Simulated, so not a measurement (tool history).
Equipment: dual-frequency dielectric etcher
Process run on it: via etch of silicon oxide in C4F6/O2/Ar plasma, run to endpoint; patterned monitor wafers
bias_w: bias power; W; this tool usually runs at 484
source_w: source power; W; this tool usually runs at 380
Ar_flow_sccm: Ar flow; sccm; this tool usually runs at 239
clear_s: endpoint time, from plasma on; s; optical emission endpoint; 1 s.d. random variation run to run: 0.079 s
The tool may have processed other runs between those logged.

run,hour,bias_w,source_w,Ar_flow_sccm,"incoming incoming film thickness, nm",clear_s
1,0.0,484,380,239,82.9,18.9
2,10.5,484,380,239,83.1,18.8
3,24.6,484,380,239,83.0,19.0
4,34.4,484,380,239,83.9,19.3
5,50.2,484,380,239,82.7,18.8
6,57.4,540,380,239,83.2,18.3
7,64.7,540,380,239,83.3,18.3
8,82.3,484,380,239,83.5,19.3
# hour 123.0: upper electrode replaced, of another model than before
# hour 128.3: bias power generator calibrated
# hour 128.6: Ar flow controller replaced
# hour 142.5: wet clean of the chamber
9,143.0,484,380,239,82.6,18.2
10,143.6,484,380,239,83.1,18.4
11,154.3,533,380,272,83.9,18.3
12,164.8,533,380,272,84.0,18.2
13,173.5,414,410,179,83.9,18.7
14,187.4,484,380,239,83.2,18.3
15,202.1,484,440,239,83.4,18.0

The next listed run, before its measurement:
16,208.6,484,380,239,83.6,?

Logged for run 16: clear_s 18.6 s.
If the tool had no hidden condition, the same run with the same run-to-run variation would have returned clear_s 18.5 s.
